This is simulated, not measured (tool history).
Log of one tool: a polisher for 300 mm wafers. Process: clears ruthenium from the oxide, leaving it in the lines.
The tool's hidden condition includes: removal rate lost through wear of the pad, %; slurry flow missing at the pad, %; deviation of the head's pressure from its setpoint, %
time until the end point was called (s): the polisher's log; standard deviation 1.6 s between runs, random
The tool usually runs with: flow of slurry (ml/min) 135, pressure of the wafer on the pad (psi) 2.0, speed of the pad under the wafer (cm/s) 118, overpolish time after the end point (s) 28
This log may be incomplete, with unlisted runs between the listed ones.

run	hour	flow of slurry (ml/min)	pressure of the wafer on the pad (psi)	speed of the pad under the wafer (cm/s)	overpolish time after the end point (s)	wafers since the last listed run	wafers polished on this pad	hours since the slurry nozzle was cleaned	hours since the head pressure was calibrated	incoming thickness of the incoming film, nm	time until the end point was called (s)
1	0.0	135	2.0	118	28	0	550	19.8	549.8	123.7	97.7
2	9.0	135	2.0	118	28	65	616	28.8	558.8	124.4	94.7
3	23.7	135	2.0	118	28	106	722	43.5	573.5	122.9	98.9
4	35.2	135	2.0	118	34	83	806	55.0	585.0	126.6	100.7
# hour 42.2: worn pad replaced by a new one
5	51.0	135	2.0	118	34	85	63	70.8	600.8	123.3	91.4
6	66.6	135	2.0	118	28	113	176	86.4	616.4	123.6	91.2
7	80.2	135	2.0	118	28	98	275	100.0	630.0	124.9	92.8
8	97.8	135	2.0	118	28	127	403	117.6	647.6	125.5	94.7
9	113.0	135	2.0	118	28	110	513	132.8	662.8	126.3	97.1
10	126.5	135	2.0	118	28	97	611	146.3	676.3	124.5	97.7
11	141.9	135	2.0	118	28	111	723	161.7	691.7	124.0	101.0
12	155.3	135	2.0	118	28	97	820	175.1	705.1	122.1	105.4
# hour 160.7: worn pad replaced by a new one
13	165.6	135	2.0	118	28	45	35	185.4	715.4	122.4	92.2
14	179.8	115	2.0	134	40	103	138	199.6	729.6	126.6	86.1
15	186.2	135	2.5	108	43	46	184	206.0	736.0	125.5	79.7
16	193.3	135	2.2	118	24	51	236	213.1	743.1	124.8	82.3
# hour 202.1: head pressure recalibrated
17	213.0	150	2.2	80	35	128	364	232.8	10.9	123.2	123.7
18	219.2	175	1.5	86	28	44	409	239.0	17.1	123.8	164.0
19	226.7	105	2.0	118	28	54	464	246.5	24.6	126.8	101.7
20	235.0	155	2.0	136	28	60	524	254.8	32.9	126.1	81.0
21	245.2	135	2.5	118	28	74	598	265.0	43.1	124.9	79.2
22	254.9	100	2.3	76	14	70	668	274.7	52.8	125.5	140.0
23	265.8	135	2.0	118	28	79	748	285.6	63.7	125.0	101.3
# hour 272.5: worn pad replaced by a new one
24	275.9	135	2.0	118	28	44	24	295.7	73.8	124.9	92.1
# hour 289.6: slurry nozzle cleaned
25	293.3	135	1.6	80	15	118	143	3.7	91.2	126.6	171.3
26	302.1	135	2.0	118	33	63	207	12.5	100.0	125.1	91.4
27	308.6	135	2.0	130	28	47	254	19.0	106.5	125.9	86.1
28	323.9	135	2.3	150	15	111	365	34.3	121.8	126.1	65.4
29	330.2	135	2.6	84	28	45	411	40.6	128.1	123.8	98.1
30	337.1	160	2.6	130	38	50	461	47.5	135.0	125.8	63.5
31	350.8	135	2.0	118	28	99	560	61.2	148.7	126.2	98.3
32	361.1	135	2.0	118	28	74	635	71.5	159.0	123.8	97.8
# hour 371.2: worn pad replaced by a new one
33	371.7	135	2.0	96	28	47	3	82.1	169.6	125.9	112.4
34	381.3	135	1.4	118	28	69	73	91.7	179.2	124.9	131.8
35	396.0	135	2.0	118	28	106	180	106.4	193.9	124.0	90.6
36	403.4	135	2.5	132	28	53	233	113.8	201.3	125.9	66.8
37	417.4	165	2.2	118	41	101	335	127.8	215.3	125.1	83.1

Forecast each of these 4 alternatives for the next run:
A	417.9	135	2.0	118	28	3	339	128.3	215.8	125.0	?
B	417.9	135	2.0	94	28	3	339	128.3	215.8	125.0	?
C	417.9	160	2.0	148	28	3	339	128.3	215.8	125.0	?
D	417.9	175	2.2	92	28	3	339	128.3	215.8	125.0	?

run	time until the end point was called (s)
A	96.1
B	120.7
C	74.2
D	106.9
Take away the tool's hidden state, keep each run's random variation, and the runs would have read:
run	time until the end point was called (s)
A	92.8
B	116.4
C	71.6
D	103.2
